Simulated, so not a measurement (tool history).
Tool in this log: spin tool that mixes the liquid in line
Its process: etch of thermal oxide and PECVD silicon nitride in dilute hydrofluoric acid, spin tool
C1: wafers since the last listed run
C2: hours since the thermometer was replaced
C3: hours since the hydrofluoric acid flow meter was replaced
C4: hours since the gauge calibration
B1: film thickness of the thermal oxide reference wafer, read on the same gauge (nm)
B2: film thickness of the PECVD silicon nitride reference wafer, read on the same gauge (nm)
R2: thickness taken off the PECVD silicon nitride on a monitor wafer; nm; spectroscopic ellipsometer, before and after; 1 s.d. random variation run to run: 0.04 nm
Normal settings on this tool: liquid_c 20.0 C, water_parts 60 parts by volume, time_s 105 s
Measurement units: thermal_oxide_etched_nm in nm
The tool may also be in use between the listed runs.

Run 1, day 0.000: usual settings but time_s 155 s; C1 0; C2 296.3; C3 1321.8; C4 1235.7; B1 146.65; B2 157.087. Result: thermal_oxide_etched_nm 10.82 nm, R2 3.652 nm.
At day 0.504: gauge calibrated.
Run 2, day 1.658: usual settings but time_s 155 s; C1 511; C2 336.1; C3 1361.6; C4 27.7; B1 140.73; B2 150.718. Result: thermal_oxide_etched_nm 10.40 nm, R2 3.475 nm.
Run 3, day 3.912: usual settings; C1 695; C2 390.2; C3 1415.7; C4 81.8; B1 140.73; B2 150.779. Result: thermal_oxide_etched_nm 6.99 nm, R2 2.315 nm.
Run 4, day 5.233: usual settings but time_s 160 s; C1 407; C2 421.9; C3 1447.4; C4 113.5; B1 140.74; B2 150.783. Result: thermal_oxide_etched_nm 10.70 nm, R2 3.605 nm.
Run 5, day 7.496: usual settings but liquid_c 21.5 C; C1 697; C2 476.2; C3 1501.7; C4 167.8; B1 140.78; B2 150.845. Result: thermal_oxide_etched_nm 7.48 nm, R2 2.587 nm.
Run 6, day 9.562: usual settings but liquid_c 22.5 C, water_parts 75 parts by volume, time_s 60 s; C1 637; C2 525.8; C3 1551.3; C4 217.4; B1 140.87; B2 150.935. Result: thermal_oxide_etched_nm 3.48 nm, R2 1.276 nm.
Run 7, day 12.450: usual settings but liquid_c 18.5 C, time_s 55 s; C1 890; C2 595.1; C3 1620.6; C4 286.7; B1 141.02; B2 151.103. Result: thermal_oxide_etched_nm 3.46 nm, R2 1.077 nm.
Run 8, day 15.375: usual settings but liquid_c 17.0 C, water_parts 45 parts by volume, time_s 45 s; C1 902; C2 665.3; C3 1690.8; C4 356.9; B1 141.17; B2 151.298. Result: thermal_oxide_etched_nm 3.60 nm, R2 1.048 nm.
Run 9, day 16.833: usual settings but liquid_c 17.0 C, water_parts 45 parts by volume, time_s 45 s; C1 449; C2 700.3; C3 1725.8; C4 391.9; B1 141.33; B2 151.380. Result: thermal_oxide_etched_nm 3.63 nm, R2 1.065 nm.
Run 10, day 18.075: usual settings but liquid_c 17.0 C; C1 382; C2 730.1; C3 1755.6; C4 421.7; B1 141.39; B2 151.511. Result: thermal_oxide_etched_nm 6.14 nm, R2 1.859 nm.
At day 18.788: hydrofluoric acid flow meter replaced.
Run 11, day 20.250: usual settings; C1 657; C2 782.3; C3 35.1; C4 473.9; B1 141.57; B2 151.706. Result: thermal_oxide_etched_nm 7.11 nm, R2 2.337 nm.
Run 12, day 21.338: usual settings but time_s 150 s; C1 335; C2 808.4; C3 61.2; C4 500.0; B1 141.68; B2 151.838. Result: thermal_oxide_etched_nm 10.09 nm, R2 3.339 nm.
Run 13, day 23.667: usual settings but liquid_c 17.0 C; C1 718; C2 864.3; C3 117.1; C4 555.9; B1 141.93; B2 152.065. Result: thermal_oxide_etched_nm 6.22 nm, R2 1.885 nm.
Run 14, day 25.121: usual settings but water_parts 40 parts by volume, time_s 165 s; C1 448; C2 899.2; C3 152.0; C4 590.8; B1 142.09; B2 152.224. Result: thermal_oxide_etched_nm 16.91 nm, R2 5.365 nm.
Run 15, day 27.225: usual settings but liquid_c 17.5 C; C1 648; C2 949.7; C3 202.5; C4 641.3; B1 142.31; B2 152.488. Result: thermal_oxide_etched_nm 6.40 nm, R2 1.957 nm.
Run 16, day 29.575: usual settings but water_parts 85 parts by volume, time_s 85 s; C1 724; C2 1006.1; C3 258.9; C4 697.7; B1 142.65; B2 152.816. Result: thermal_oxide_etched_nm 3.97 nm, R2 1.383 nm.
Run 17, day 31.079: usual settings but liquid_c 23.0 C, water_parts 85 parts by volume, time_s 165 s; C1 463; C2 1042.2; C3 295.0; C4 733.8; B1 142.84; B2 153.040. Result: thermal_oxide_etched_nm 8.71 nm, R2 3.311 nm.
Run 18, day 33.771: usual settings but liquid_c 17.0 C, water_parts 80 parts by volume, time_s 160 s; C1 830; C2 1106.8; C3 359.6; C4 798.4; B1 143.24; B2 153.440. Result: thermal_oxide_etched_nm 7.04 nm, R2 2.215 nm.
Run 19, day 36.683: usual settings but liquid_c 17.0 C, water_parts 40 parts by volume, time_s 125 s; C1 898; C2 1176.7; C3 429.5; C4 868.3; B1 143.70; B2 153.980. Result: thermal_oxide_etched_nm 11.54 nm, R2 3.474 nm.
Run 20, day 39.171: usual settings but liquid_c 24.5 C, water_parts 50 parts by volume, time_s 155 s; C1 767; C2 1236.4; C3 489.2; C4 928.0; B1 144.09; B2 154.404. Result: thermal_oxide_etched_nm 15.49 nm, R2 5.847 nm.
Run 21, day 45.408: usual settings; C1 1923; C2 1386.1; C3 638.9; C4 1077.7; B1 145.31; B2 155.738. Result: thermal_oxide_etched_nm 7.25 nm, R2 2.319 nm.
At day 46.912: thermometer replaced.
Run 22, day 47.933: usual settings; C1 765; C2 24.5; C3 699.5; C4 1138.3; B1 145.85; B2 156.308. Result: thermal_oxide_etched_nm 7.24 nm, R2 2.338 nm.
Run 23, day 49.350: usual settings; C1 436; C2 58.5; C3 733.5; C4 1172.3; B1 146.17; B2 156.645. Result: thermal_oxide_etched_nm 7.25 nm, R2 2.374 nm.
Run 24, day 51.321: usual settings but liquid_c 17.5 C, water_parts 75 parts by volume, time_s 135 s; C1 607; C2 105.8; C3 780.8; C4 1219.6; B1 146.67; B2 157.126. Result: thermal_oxide_etched_nm 6.69 nm, R2 2.057 nm.
At day 52.008: gauge calibrated.
Run 25, day 52.446: usual settings; C1 346; C2 132.8; C3 807.8; C4 10.5; B1 140.67; B2 150.717. Result: thermal_oxide_etched_nm 6.99 nm, R2 2.333 nm.
Run 26, day 54.758: usual settings; C1 713; C2 188.3; C3 863.3; C4 66.0; B1 140.72; B2 150.730. Result: thermal_oxide_etched_nm 6.96 nm, R2 2.323 nm.

Pick out some run-to-run changes in thermal_oxide_etched_nm. Of each, how much would a tool without hidden state show as well, from the settings, what came in and chance, and how much is left for the hidden state and any gauge scatter not in both results compared?
What the log doesn't record here: liquid hotter than its thermometer reads (K); hydrofluoric acid flow above the setpoint (%); gauge reads high (%).
Run 1 -> 2: gauge calibrated. thermal_oxide_etched_nm -0.42 nm: hidden state -0.44, all else +0.02.
Run 13 -> 14: liquid_c 17.0 -> 20.0, water_parts 60 -> 40, time_s 105 -> 165. thermal_oxide_etched_nm +10.69 nm: hidden state +0.17, all else +10.52.
Run 14 -> 15: liquid_c 20.0 -> 17.5, water_parts 40 -> 60, time_s 165 -> 105. thermal_oxide_etched_nm -10.51 nm: hidden state -0.14, all else -10.37.
Run 24 -> 25: liquid_c 17.5 -> 20.0, water_parts 75 -> 60, time_s 135 -> 105, gauge calibrated. thermal_oxide_etched_nm +0.30 nm: hidden state -0.26, all else +0.56.
